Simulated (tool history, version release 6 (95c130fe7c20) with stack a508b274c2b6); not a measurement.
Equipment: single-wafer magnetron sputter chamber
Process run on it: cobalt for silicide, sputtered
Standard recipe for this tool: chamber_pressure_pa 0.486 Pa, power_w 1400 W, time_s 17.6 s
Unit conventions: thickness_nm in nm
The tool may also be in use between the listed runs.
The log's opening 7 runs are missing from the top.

| run | hour | chamber_pressure_pa | power_w | time_s | wafers since the last listed run | wafers on the sputter target | hours since the last manometer calibration | hours since the magnet pack was replaced | hours since the gauge calibration | read-back reference wafer on the same gauge, thickness_nm | thickness_nm |
|---|---|---|---|---|---|---|---|---|---|---|---|
| 8 | 164.5 | 0.486 | 1400 | 17.6 | 359 | 6844 | 2074.2 | 4864.6 | 477.0 | 15.452 | 12.958 |
| 9 | 195.8 | 0.486 | 1400 | 17.6 | 726 | 7570 | 2105.5 | 4895.9 | 508.3 | 15.485 | 12.887 |
|  | 229.4 | sputter target and shields replaced |
|  | 251.9 | gauge calibrated |
| 10 | 253.9 | 0.486 | 1400 | 17.6 | 1162 | 568 | 2163.6 | 4954.0 | 2.0 | 15.493 | 13.305 |
| 11 | 276.4 | 0.486 | 1400 | 17.6 | 522 | 1090 | 2186.1 | 4976.5 | 24.5 | 15.506 | 13.193 |
| 12 | 303.5 | 0.486 | 1400 | 17.6 | 628 | 1719 | 2213.2 | 5003.6 | 51.6 | 15.475 | 13.102 |
| 13 | 323.6 | 0.486 | 1400 | 16.5 | 466 | 2186 | 2233.3 | 5023.7 | 71.7 | 15.493 | 12.334 |
| 14 | 346.2 | 0.486 | 1400 | 16.5 | 524 | 2710 | 2255.9 | 5046.3 | 94.3 | 15.513 | 12.252 |
| 15 | 360.6 | 0.599 | 1700 | 20.0 | 334 | 3044 | 2270.3 | 5060.7 | 108.7 | 15.514 | 17.565 |
| 16 | 379.6 | 0.486 | 1400 | 17.6 | 440 | 3485 | 2289.3 | 5079.7 | 127.7 | 15.519 | 13.038 |
| 17 | 415.6 | 0.329 | 1100 | 14.3 | 835 | 4320 | 2325.3 | 5115.7 | 163.7 | 15.519 | 8.670 |
| 18 | 432.2 | 0.486 | 1400 | 17.6 | 385 | 4705 | 2341.9 | 5132.3 | 180.3 | 15.503 | 13.063 |
| 19 | 455.5 | 0.486 | 1100 | 17.6 | 540 | 5246 | 2365.2 | 5155.6 | 203.6 | 15.508 | 10.228 |
| 20 | 488.4 | 0.311 | 1400 | 17.6 | 763 | 6009 | 2398.1 | 5188.5 | 236.5 | 15.501 | 13.323 |
| 21 | 501.4 | 0.486 | 1650 | 14.6 | 301 | 6311 | 2411.1 | 5201.5 | 249.5 | 15.503 | 12.481 |
| 22 | 515.5 | 0.580 | 1650 | 19.9 | 327 | 6638 | 2425.2 | 5215.6 | 263.6 | 15.532 | 16.948 |
| 23 | 529.5 | 0.486 | 1250 | 17.6 | 324 | 6963 | 2439.2 | 5229.6 | 277.6 | 15.482 | 11.467 |
| 24 | 548.5 | 0.539 | 1400 | 21.1 | 440 | 7403 | 2458.2 | 5248.6 | 296.6 | 15.493 | 15.411 |
|  | 560.5 | magnet pack replaced |
|  | 566.5 | sputter target and shields replaced |
| 25 | 567.0 | 0.376 | 1250 | 17.6 | 104 | 11 | 2476.7 | 6.5 | 315.1 | 15.493 | 12.118 |
| 26 | 637.8 | 0.486 | 1400 | 17.6 | 1642 | 1654 | 2547.5 | 77.3 | 385.9 | 15.515 | 13.114 |

Forecast run 27:
|  | 648.5 | capacitance manometer re-zeroed and calibrated |
| 27 | 655.4 | 0.574 | 1300 | 19.7 | 222 | 1877 | 6.9 | 94.9 | 403.5 | ? | ? |

read-back reference wafer on the same gauge, thickness_nm: 15.502
thickness_nm: 13.432 nm
Take away the tool's hidden state, keep the run-to-run variation as it was, and the same run would have given thickness_nm 13.704 nm.
